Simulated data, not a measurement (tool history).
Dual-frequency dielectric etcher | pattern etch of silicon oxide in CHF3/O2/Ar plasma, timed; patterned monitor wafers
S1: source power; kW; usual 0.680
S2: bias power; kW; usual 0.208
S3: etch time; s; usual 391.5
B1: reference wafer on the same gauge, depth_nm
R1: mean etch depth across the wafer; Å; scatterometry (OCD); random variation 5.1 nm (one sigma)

{"run": 1, "day": 0.0, "S1": 0.55, "S2": 0.208, "S3": 391.5, "B1": 949.4, "R1": 8237}
{"run": 2, "day": 1.929, "S1": 0.55, "S2": 0.208, "S3": 391.5, "B1": 949.4, "R1": 8150}
{"run": 3, "day": 9.208, "S1": 0.68, "S2": 0.208, "S3": 337.5, "B1": 950.0, "R1": 7384}
{"day": 12.775, "done": "wet clean of the chamber"}
{"run": 4, "day": 13.096, "S1": 0.68, "S2": 0.232, "S3": 391.5, "B1": 952.5, "R1": 9000}
{"day": 15.612, "done": "source power generator calibrated"}
{"run": 5, "day": 16.817, "S1": 0.68, "S2": 0.232, "S3": 391.5, "B1": 950.5, "R1": 8955}
{"day": 17.983, "done": "upper electrode replaced"}
{"run": 6, "day": 19.192, "S1": 0.68, "S2": 0.232, "S3": 391.5, "B1": 950.5, "R1": 8900}
{"run": 7, "day": 20.996, "S1": 0.64, "S2": 0.184, "S3": 391.5, "B1": 950.4, "R1": 8153}
{"run": 8, "day": 25.112, "S1": 0.68, "S2": 0.208, "S3": 391.5, "B1": 949.2, "R1": 8600}
{"run": 9, "day": 31.404, "S1": 0.68, "S2": 0.208, "S3": 391.5, "B1": 947.5, "R1": 8631}
{"run": 10, "day": 35.679, "S1": 0.68, "S2": 0.208, "S3": 391.5, "B1": 945.6, "R1": 8610}
{"run": 11, "day": 37.188, "S1": 0.68, "S2": 0.208, "S3": 391.5, "B1": 948.8, "R1": 8583}
{"run": 12, "day": 41.0, "S1": 0.82, "S2": 0.246, "S3": 391.5, "B1": 948.2, "R1": 9565}
{"day": 42.529, "done": "wet clean of the chamber"}
{"run": 13, "day": 44.508, "S1": 0.68, "S2": 0.232, "S3": 391.5, "B1": 950.8, "R1": 8897}
{"run": 14, "day": 47.892, "S1": 0.74, "S2": 0.193, "S3": 391.5, "B1": 946.0, "R1": 8537}
{"run": 15, "day": 51.854, "S1": 0.68, "S2": 0.236, "S3": 391.5, "B1": 948.0, "R1": 8886}
{"run": 16, "day": 57.792, "S1": 0.56, "S2": 0.249, "S3": 458.0, "B1": 948.6, "R1": 10089}
{"run": 17, "day": 61.212, "S1": 0.68, "S2": 0.239, "S3": 286.5, "B1": 949.7, "R1": 6556}
{"day": 64.133, "done": "bias power generator calibrated"}
{"run": 18, "day": 65.229, "S1": 0.68, "S2": 0.253, "S3": 447.0, "B1": 948.1, "R1": 10472}
{"run": 19, "day": 66.825, "S1": 0.68, "S2": 0.208, "S3": 391.5, "B1": 947.4, "R1": 8635}
{"day": 71.054, "done": "gauge calibrated"}
{"run": 20, "day": 71.179, "S1": 0.54, "S2": 0.235, "S3": 480.0, "B1": 947.3, "R1": 10371}
{"day": 72.471, "done": "wet clean of the chamber"}
{"run": 21, "day": 74.525, "S1": 0.68, "S2": 0.182, "S3": 359.0, "B1": 948.4, "R1": 7559}
{"run": 22, "day": 76.854, "S1": 0.68, "S2": 0.253, "S3": 391.5, "B1": 948.7, "R1": 9233}
{"run": 23, "day": 80.317, "S1": 0.68, "S2": 0.208, "S3": 391.5, "B1": 948.9, "R1": 8659}
{"run": 24, "day": 81.817, "S1": 0.74, "S2": 0.193, "S3": 391.5, "B1": 949.2, "R1": 8585}
{"run": 25, "day": 86.146, "S1": 0.68, "S2": 0.159, "S3": 279.5, "B1": 947.4, "R1": 5718}
{"run": 26, "day": 89.462, "S1": 0.68, "S2": 0.18, "S3": 325.0, "B1": 948.3, "R1": 6885}
{"run": 27, "day": 91.067, "S1": 0.68, "S2": 0.221, "S3": 391.5, "B1": 949.7, "R1": 8808}
{"run": 28, "day": 92.692, "S1": 0.68, "S2": 0.208, "S3": 391.5, "B1": 950.0, "R1": 8615}
{"run": 29, "day": 95.725, "S1": 0.68, "S2": 0.208, "S3": 391.5, "B1": 949.8, "R1": 8598}
{"day": 100.096, "done": "wet clean of the chamber"}
{"run": 30, "day": 100.117, "S1": 0.78, "S2": 0.192, "S3": 431.0, "B1": 948.2, "R1": 9637}

The tool's hidden state at each run:
etch rate over this chamber's usual, %: 0 in every run
source power that arrives over what is set, %: 0 in every run
bias power that arrives over what is set, %: 0 in every run
gauge reads high (%): 0 in every run
